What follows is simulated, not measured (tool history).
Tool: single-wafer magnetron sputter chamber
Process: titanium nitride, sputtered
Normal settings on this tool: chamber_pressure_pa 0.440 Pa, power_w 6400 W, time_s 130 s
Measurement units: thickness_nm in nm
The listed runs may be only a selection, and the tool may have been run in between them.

run,hour,chamber_pressure_pa,power_w,time_s,wafers since the last listed run,wafers on the sputter target,hours since the last manometer calibration,hours since the magnet pack was replaced,hours since the gauge calibration,"read-back reference wafer on the same gauge, thickness_nm",thickness_nm
1,0.0,0.440,6950,130,0,2159,482.5,5468.1,752.5,146.081,163.332
2,69.2,0.440,6400,120,947,3106,551.7,5537.3,821.7,145.844,139.107
# hour 325.3: sputter target and shields replaced
3,337.1,0.440,6400,120,3556,161,819.6,5805.2,1089.6,145.923,138.873
4,409.2,0.440,6400,130,986,1147,891.7,5877.3,1161.7,146.200,149.293
5,503.4,0.440,6400,130,1289,2436,985.9,5971.5,1255.9,145.870,149.417
6,603.6,0.440,6400,130,1371,3808,1086.1,6071.7,1356.1,145.928,149.564
# hour 696.6: sputter target and shields replaced
7,710.0,0.440,6400,130,1346,182,1192.5,6178.1,1462.5,145.976,149.767
8,770.1,0.440,6400,130,822,1005,1252.6,6238.2,1522.6,145.809,148.880
9,860.3,0.440,6400,130,1234,2239,1342.8,6328.4,1612.8,146.182,148.949
10,913.8,0.498,6400,130,732,2971,1396.3,6381.9,1666.3,145.925,145.120
11,966.3,0.498,6400,130,718,3690,1448.8,6434.4,1718.8,145.833,144.310
12,1039.4,0.498,6400,130,1000,4690,1521.9,6507.5,1791.9,146.050,144.523
# hour 1089.1: sputter target and shields replaced
13,1089.6,0.440,6400,150,577,7,1572.1,6557.7,1842.1,145.837,169.611
# hour 1108.4: capacitance manometer re-zeroed and calibrated
14,1127.6,0.440,6400,150,410,417,19.2,6595.7,1880.1,146.155,169.812
15,1202.4,0.440,5950,130,1023,1441,94.0,6670.5,1954.9,145.937,137.164
16,1258.8,0.494,5200,148,771,2213,150.4,6726.9,2011.3,145.908,133.584
17,1357.6,0.498,6400,130,1352,3565,249.2,6825.7,2110.1,145.954,141.696
18,1407.6,0.277,5600,121,684,4249,299.2,6875.7,2160.1,145.871,131.954
# hour 1417.9: gauge calibrated
# hour 1434.1: capacitance manometer re-zeroed and calibrated, repeated, since the last time left the tool worse
19,1444.4,0.357,6400,130,394,4643,10.3,6912.5,26.5,146.179,156.856
# hour 1494.1: sputter target and shields replaced
20,1494.6,0.279,6400,130,577,6,60.5,6962.7,76.7,145.887,161.956
# hour 1535.7: magnet pack replaced
21,1559.7,0.440,6400,130,781,788,125.6,24.0,141.8,145.866,150.015
22,1624.6,0.440,5900,130,888,1676,190.5,88.9,206.7,146.081,140.077
23,1708.5,0.440,6400,130,1148,2824,274.4,172.8,290.6,146.117,150.532
24,1813.0,0.315,5400,130,1430,4254,378.9,277.3,395.1,146.116,136.550
# hour 1867.5: sputter target and shields replaced
25,1868.0,0.292,6400,111,643,6,433.9,332.3,450.1,146.033,136.842
26,1971.5,0.355,5800,137,1416,1422,537.4,435.8,553.6,146.000,150.757
27,2038.8,0.487,7050,130,921,2343,604.7,503.1,620.9,146.256,161.757
28,2106.4,0.440,6850,105,925,3268,672.3,570.7,688.5,146.116,130.662

Each row is a separate what-if for the run after 28, all from the same tool condition, not one after another. Results?
A,2106.8,0.440,6400,130,5,3274,672.7,571.1,688.9,?,?
B,2106.8,0.363,6400,111,5,3274,672.7,571.1,688.9,?,?
C,2106.8,0.327,6400,122,5,3274,672.7,571.1,688.9,?,?

run,"read-back reference wafer on the same gauge, thickness_nm",thickness_nm
A,146.082,151.213
B,146.082,133.689
C,146.082,149.373
With the hidden condition removed and each run's random variation left untouched, the same runs would have given:
run,thickness_nm
A,152.393
B,134.528
C,150.202
